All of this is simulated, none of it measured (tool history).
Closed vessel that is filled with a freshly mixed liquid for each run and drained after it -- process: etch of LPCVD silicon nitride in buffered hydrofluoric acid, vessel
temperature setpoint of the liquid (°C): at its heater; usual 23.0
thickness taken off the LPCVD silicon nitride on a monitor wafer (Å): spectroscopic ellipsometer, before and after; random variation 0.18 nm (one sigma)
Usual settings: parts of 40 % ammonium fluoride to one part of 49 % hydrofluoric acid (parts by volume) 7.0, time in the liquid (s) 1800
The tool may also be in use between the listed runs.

run   hour  temperature setpoint of the liquid (°C)  parts of 40 % ammonium fluoride to one part of 49 % hydrofluoric acid (parts by volume)  time in the liquid (s)  read-back film thickness of the LPCVD silicon nitride reference wafer, read on the same gauge (nm)  thickness taken off the LPCVD silicon nitride on a monitor wafer (Å)
  1    0.0                                     23.0                                                                                      7.0                    1800                                                                                              139.97                                                                 397.1
       4.8  -- hydrofluoric acid flow meter replaced
  2   16.9                                     23.0                                                                                      7.0                    1800                                                                                              140.03                                                                 395.7
  3   34.4                                     23.0                                                                                      7.0                    1800                                                                                              139.99                                                                 398.5
  4   42.4                                     23.0                                                                                      7.0                    1800                                                                                              140.00                                                                 397.1
  5   51.5                                     23.0                                                                                      7.0                    1800                                                                                              139.99                                                                 396.0
  6   59.2                                     23.0                                                                                      7.0                    1105                                                                                              140.03                                                                 246.8
  7   74.9                                     23.0                                                                                      7.0                    1105                                                                                              139.98                                                                 243.3
  8   88.1                                     23.0                                                                                      7.0                    1255                                                                                              140.03                                                                 276.5
  9  105.1                                     23.0                                                                                      7.0                    1000                                                                                              140.01                                                                 221.3
 10  116.1                                     21.5                                                                                      9.0                    1065                                                                                              140.00                                                                 164.9
     117.9  -- thermometer replaced
 11  124.2                                     27.0                                                                                     10.0                    2760                                                                                              140.01                                                                 479.2
 12  160.5                                     23.0                                                                                      8.5                    2675                                                                                              140.03                                                                 423.7
 13  170.0                                     24.5                                                                                      6.0                    1070                                                                                              139.97                                                                 260.2
 14  187.8                                     19.5                                                                                      8.0                    1800                                                                                              139.99                                                                 253.6
 15  205.4                                     25.5                                                                                      7.0                    1295                                                                                              139.94                                                                 293.8
 16  215.4                                     18.5                                                                                      9.0                    2230                                                                                              139.99                                                                 260.4
 17  221.9                                     26.5                                                                                      7.0                    1800                                                                                              140.02                                                                 427.8
 18  232.5                                     18.5                                                                                      5.0                    1800                                                                                              140.01                                                                 372.7
     275.5  -- gauge calibrated
 19  281.8                                     23.0                                                                                      7.0                    1800                                                                                              140.03                                                                 359.1
 20  288.2                                     23.0                                                                                      9.5                     760                                                                                              140.01                                                                 110.7
 21  296.8                                     23.0                                                                                      9.5                     760                                                                                              140.01                                                                 111.0
 22  309.6                                     23.0                                                                                      7.0                    1800                                                                                              140.00                                                                 357.0
 23  322.0                                     26.0                                                                                      5.0                    1515                                                                                              140.04                                                                 471.6
 24  333.1                                     23.0                                                                                      7.0                    1800                                                                                              139.95                                                                 357.5
 25  345.1                                     20.0                                                                                      5.0                    2165                                                                                              140.01                                                                 486.8
 26  362.2                                     20.5                                                                                      7.0                    1800                                                                                              140.01                                                                 313.4
 27  377.5                                     18.5                                                                                      5.0                     960                                                                                              139.97                                                                 197.7
 28  391.2                                     20.5                                                                                      5.0                    2620                                                                                              139.97                                                                 604.7
 29  405.0                                     27.0                                                                                      9.5                    1800                                                                                              139.98                                                                 325.5
 30  415.7                                     25.0                                                                                      9.0                    2625                                                                                              140.01                                                                 445.3
 31  432.3                                     25.0                                                                                      5.5                    2675                                                                                              139.99                                                                 737.4

Here are 5 independent what-if runs from the current tool condition. What would each one return?
  A  433.4                                     23.0                                                                                      9.5                    1800                                                                                                   ?                                                                     ?
  B  433.4                                     26.0                                                                                      9.0                    2670                                                                                                   ?                                                                     ?
  C  433.4                                     20.5                                                                                      8.0                    1020                                                                                                   ?                                                                     ?
  D  433.4                                     23.0                                                                                      7.0                    2245                                                                                                   ?                                                                     ?
  E  433.4                                     23.0                                                                                      5.0                    1800                                                                                                   ?                                                                     ?

run  read-back film thickness of the LPCVD silicon nitride reference wafer, read on the same gauge (nm)  thickness taken off the LPCVD silicon nitride on a monitor wafer (Å)
  A                                                                                              140.06                                                                 263.9
  B                                                                                              140.06                                                                 476.1
  C                                                                                              140.06                                                                 153.2
  D                                                                                              140.06                                                                 446.9
  E                                                                                              140.06                                                                 477.8
The same runs, with their run-to-run variation unchanged, on a tool lacking any hidden condition would have given:
run  thickness taken off the LPCVD silicon nitride on a monitor wafer (Å)
  A                                                                 250.9
  B                                                                 453.2
  C                                                                 145.6
  D                                                                 425.0
  E                                                                 454.4
